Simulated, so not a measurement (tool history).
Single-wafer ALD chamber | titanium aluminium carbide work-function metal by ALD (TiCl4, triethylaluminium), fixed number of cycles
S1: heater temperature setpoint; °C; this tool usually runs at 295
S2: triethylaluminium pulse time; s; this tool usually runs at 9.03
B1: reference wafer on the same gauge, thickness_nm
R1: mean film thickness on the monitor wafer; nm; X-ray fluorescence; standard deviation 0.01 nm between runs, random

run,hour,S1,S2,B1,R1
1,0,306,9.03,1.57,1.981
2,46,306,9.03,1.569,1.987
3,96.6,306,9.03,1.57,1.979
4,166.5,295,9.03,1.569,1.877
5,362.9,295,9.03,1.569,1.882
6,427.9,295,9.03,1.568,1.88
7,485.7,290,9.03,1.572,1.833
8,541.9,295,6.34,1.57,1.738
9,585,295,6.34,1.571,1.761
10,649,295,6.34,1.569,1.737
11,686.3,295,9.03,1.569,1.859
12,747.9,295,9.03,1.569,1.874
13,776.3,295,9.03,1.568,1.863
14,836.2,291,6.59,1.57,1.719
15,893.7,300,10.42,1.572,1.968
16,942.3,295,6.23,1.569,1.742
17,986.2,303,5.46,1.571,1.721
18,1023.9,295,7.73,1.569,1.822
19,1082.5,295,9.03,1.571,1.864
20,1148.7,295,11.75,1.573,1.936
21,1192.7,295,9.03,1.569,1.88
22,1251.2,291,7.32,1.572,1.761
23,1295.6,291,9.03,1.574,1.822
24,1347.5,287,5.49,1.567,1.6
25,1385.2,295,9.03,1.572,1.876
26,1437.3,302,11.72,1.569,1.982
27,1485,310,12.11,1.568,2.073
28,1547.7,308,12.48,1.57,2.058
29,1609.9,303,9.03,1.57,1.95
30,1638.3,289,6.57,1.568,1.717
31,1689.3,295,5.52,1.569,1.661
32,1745.2,287,12.11,1.572,1.83

Removed from this log: 6 entries logged between the listed runs. Between which two listed runs does each belong, and how does the tool's hidden state at the listed run before it compare with that at the listed run after it?
Logged between run 4 and run 5: triethylaluminium bottle replaced (hour 216.7); gauge calibrated (hour 229.6)
  no difference in the tool's unlogged condition between these two runs
Logged between run 15 and run 16: showerhead replaced (hour 921.8); thermocouple changed; heater temperature recalibrated (hour 937.8)
  no difference in the tool's unlogged condition between these two runs
Logged between run 23 and run 24: triethylaluminium bottle replaced (hour 1330.4)
  no difference in the tool's unlogged condition between these two runs
Logged between run 31 and run 32: gauge calibrated (hour 1725.6)
  no difference in the tool's unlogged condition between these two runs
